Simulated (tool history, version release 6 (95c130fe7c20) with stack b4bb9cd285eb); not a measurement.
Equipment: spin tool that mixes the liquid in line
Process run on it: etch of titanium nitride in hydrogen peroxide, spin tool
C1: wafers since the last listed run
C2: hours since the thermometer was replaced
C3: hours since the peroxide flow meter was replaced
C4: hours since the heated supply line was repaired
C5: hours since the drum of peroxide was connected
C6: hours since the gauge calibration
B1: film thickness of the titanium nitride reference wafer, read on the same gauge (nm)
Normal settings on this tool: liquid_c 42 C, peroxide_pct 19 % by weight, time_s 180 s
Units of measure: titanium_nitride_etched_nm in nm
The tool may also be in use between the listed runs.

{"run": 1, "day": 0.0, "liquid_c": 42, "peroxide_pct": 15.5, "time_s": 180, "C1": 0, "C2": 293.3, "C3": 1895.4, "C4": 2936.3, "C5": 669.4, "C6": 1925.7, "B1": 89.98, "titanium_nitride_etched_nm": 4.88}
{"day": 2.354, "done": "heated supply line repaired"}
{"day": 2.579, "done": "new drum of peroxide connected"}
{"run": 2, "day": 3.171, "liquid_c": 42, "peroxide_pct": 15.5, "time_s": 180, "C1": 685, "C2": 369.4, "C3": 1971.5, "C4": 19.6, "C5": 14.2, "C6": 2001.8, "B1": 90.02, "titanium_nitride_etched_nm": 5.18}
{"run": 3, "day": 5.192, "liquid_c": 42, "peroxide_pct": 19, "time_s": 180, "C1": 448, "C2": 417.9, "C3": 2020, "C4": 68.1, "C5": 62.7, "C6": 2050.3, "B1": 89.97, "titanium_nitride_etched_nm": 5.4}
{"day": 5.608, "done": "gauge calibrated"}
{"run": 4, "day": 9.438, "liquid_c": 35.5, "peroxide_pct": 15, "time_s": 220, "C1": 942, "C2": 519.8, "C3": 2121.9, "C4": 170, "C5": 164.6, "C6": 91.9, "B1": 90.01, "titanium_nitride_etched_nm": 3.8}
{"day": 11.079, "done": "peroxide flow meter replaced"}
{"run": 5, "day": 12.467, "liquid_c": 42, "peroxide_pct": 19, "time_s": 180, "C1": 663, "C2": 592.5, "C3": 33.3, "C4": 242.7, "C5": 237.3, "C6": 164.6, "B1": 89.99, "titanium_nitride_etched_nm": 5.37}
{"run": 6, "day": 15.504, "liquid_c": 42, "peroxide_pct": 19, "time_s": 210, "C1": 674, "C2": 665.4, "C3": 106.2, "C4": 315.6, "C5": 310.2, "C6": 237.5, "B1": 89.97, "titanium_nitride_etched_nm": 6.23}
{"run": 7, "day": 19.262, "liquid_c": 35.5, "peroxide_pct": 19, "time_s": 180, "C1": 834, "C2": 755.6, "C3": 196.4, "C4": 405.8, "C5": 400.4, "C6": 327.7, "B1": 90.01, "titanium_nitride_etched_nm": 3.24}
{"run": 8, "day": 21.5, "liquid_c": 34, "peroxide_pct": 23, "time_s": 95, "C1": 496, "C2": 809.3, "C3": 250.1, "C4": 459.5, "C5": 454.1, "C6": 381.4, "B1": 90.05, "titanium_nitride_etched_nm": 1.58}
{"run": 9, "day": 23.396, "liquid_c": 42, "peroxide_pct": 19, "time_s": 180, "C1": 420, "C2": 854.8, "C3": 295.6, "C4": 505, "C5": 499.6, "C6": 426.9, "B1": 90.03, "titanium_nitride_etched_nm": 5.36}
{"run": 10, "day": 26.783, "liquid_c": 34.5, "peroxide_pct": 23.5, "time_s": 250, "C1": 751, "C2": 936.1, "C3": 376.9, "C4": 586.3, "C5": 580.9, "C6": 508.2, "B1": 89.97, "titanium_nitride_etched_nm": 4.32}
{"day": 28.146, "done": "new drum of peroxide connected"}
{"run": 11, "day": 28.775, "liquid_c": 42, "peroxide_pct": 19, "time_s": 180, "C1": 432, "C2": 983.9, "C3": 424.7, "C4": 634.1, "C5": 15.1, "C6": 556, "B1": 90.01, "titanium_nitride_etched_nm": 5.35}
{"run": 12, "day": 33.142, "liquid_c": 42, "peroxide_pct": 19, "time_s": 180, "C1": 969, "C2": 1088.7, "C3": 529.5, "C4": 738.9, "C5": 119.9, "C6": 660.8, "B1": 90.01, "titanium_nitride_etched_nm": 5.28}
{"run": 13, "day": 35.283, "liquid_c": 34.5, "peroxide_pct": 23.5, "time_s": 250, "C1": 475, "C2": 1140.1, "C3": 580.9, "C4": 790.3, "C5": 171.3, "C6": 712.2, "B1": 90.05, "titanium_nitride_etched_nm": 4.25}
{"run": 14, "day": 39.196, "liquid_c": 42, "peroxide_pct": 19, "time_s": 235, "C1": 868, "C2": 1234, "C3": 674.8, "C4": 884.2, "C5": 265.2, "C6": 806.1, "B1": 90.03, "titanium_nitride_etched_nm": 6.88}
{"run": 15, "day": 41.017, "liquid_c": 45.5, "peroxide_pct": 17, "time_s": 145, "C1": 404, "C2": 1277.7, "C3": 718.5, "C4": 927.9, "C5": 308.9, "C6": 849.8, "B1": 90, "titanium_nitride_etched_nm": 5.45}
{"day": 41.896, "done": "thermometer replaced"}
{"run": 16, "day": 43.633, "liquid_c": 42, "peroxide_pct": 23.5, "time_s": 220, "C1": 571, "C2": 41.7, "C3": 781.3, "C4": 990.7, "C5": 371.7, "C6": 912.6, "B1": 89.98, "titanium_nitride_etched_nm": 6.78}
{"run": 17, "day": 47.267, "liquid_c": 42, "peroxide_pct": 21.5, "time_s": 235, "C1": 806, "C2": 128.9, "C3": 868.5, "C4": 1077.9, "C5": 458.9, "C6": 999.8, "B1": 90.04, "titanium_nitride_etched_nm": 7.17}
{"run": 18, "day": 49.246, "liquid_c": 33.5, "peroxide_pct": 24, "time_s": 180, "C1": 439, "C2": 176.4, "C3": 916, "C4": 1125.4, "C5": 506.4, "C6": 1047.3, "B1": 89.99, "titanium_nitride_etched_nm": 2.86}
{"run": 19, "day": 52.388, "liquid_c": 42, "peroxide_pct": 19, "time_s": 180, "C1": 697, "C2": 251.8, "C3": 991.4, "C4": 1200.8, "C5": 581.8, "C6": 1122.7, "B1": 89.99, "titanium_nitride_etched_nm": 5.28}
{"day": 53.458, "done": "new drum of peroxide connected"}
{"run": 20, "day": 54.667, "liquid_c": 42, "peroxide_pct": 23, "time_s": 180, "C1": 496, "C2": 306.5, "C3": 1046.1, "C4": 1255.5, "C5": 29, "C6": 1177.4, "B1": 89.95, "titanium_nitride_etched_nm": 5.55}
{"run": 21, "day": 58.088, "liquid_c": 42, "peroxide_pct": 19, "time_s": 180, "C1": 759, "C2": 388.6, "C3": 1128.2, "C4": 1337.6, "C5": 111.1, "C6": 1259.5, "B1": 90, "titanium_nitride_etched_nm": 5.27}
{"run": 22, "day": 60.171, "liquid_c": 38.5, "peroxide_pct": 17.5, "time_s": 85, "C1": 462, "C2": 438.6, "C3": 1178.2, "C4": 1387.6, "C5": 161.1, "C6": 1309.5, "B1": 89.94, "titanium_nitride_etched_nm": 1.84}
{"run": 23, "day": 62.042, "liquid_c": 51.5, "peroxide_pct": 24, "time_s": 75, "C1": 415, "C2": 483.5, "C3": 1223.1, "C4": 1432.5, "C5": 206, "C6": 1354.4, "B1": 90.01, "titanium_nitride_etched_nm": 4.69}
{"run": 24, "day": 64.221, "liquid_c": 33, "peroxide_pct": 19, "time_s": 95, "C1": 483, "C2": 535.8, "C3": 1275.4, "C4": 1484.8, "C5": 258.3, "C6": 1406.7, "B1": 90.04, "titanium_nitride_etched_nm": 1.37}

5 ways to go on from here, each from the tool as it stands after run 24. What would each give?
{"run": "A", "day": 64.242, "liquid_c": 42, "peroxide_pct": 21.5, "time_s": 180, "C1": 4, "C2": 536.3, "C3": 1275.9, "C4": 1485.3, "C5": 258.8, "C6": 1407.2, "B1": "?", "titanium_nitride_etched_nm": "?"}
{"run": "B", "day": 64.242, "liquid_c": 32.5, "peroxide_pct": 19, "time_s": 180, "C1": 4, "C2": 536.3, "C3": 1275.9, "C4": 1485.3, "C5": 258.8, "C6": 1407.2, "B1": "?", "titanium_nitride_etched_nm": "?"}
{"run": "C", "day": 64.242, "liquid_c": 37, "peroxide_pct": 14, "time_s": 280, "C1": 4, "C2": 536.3, "C3": 1275.9, "C4": 1485.3, "C5": 258.8, "C6": 1407.2, "B1": "?", "titanium_nitride_etched_nm": "?"}
{"run": "D", "day": 64.242, "liquid_c": 47.5, "peroxide_pct": 15, "time_s": 180, "C1": 4, "C2": 536.3, "C3": 1275.9, "C4": 1485.3, "C5": 258.8, "C6": 1407.2, "B1": "?", "titanium_nitride_etched_nm": "?"}
{"run": "E", "day": 64.242, "liquid_c": 42, "peroxide_pct": 16.5, "time_s": 180, "C1": 4, "C2": 536.3, "C3": 1275.9, "C4": 1485.3, "C5": 258.8, "C6": 1407.2, "B1": "?", "titanium_nitride_etched_nm": "?"}

run=A B1=90.03 titanium_nitride_etched_nm=5.38
run=B B1=90.03 titanium_nitride_etched_nm=2.48
run=C B1=90.03 titanium_nitride_etched_nm=5.19
run=D B1=90.03 titanium_nitride_etched_nm=7.52
run=E B1=90.03 titanium_nitride_etched_nm=5.08
Take away the tool's hidden state, keep each run's random variation, and the runs would have read:
run=A titanium_nitride_etched_nm=5.57
run=B titanium_nitride_etched_nm=2.58
run=C titanium_nitride_etched_nm=5.37
run=D titanium_nitride_etched_nm=7.77
run=E titanium_nitride_etched_nm=5.26
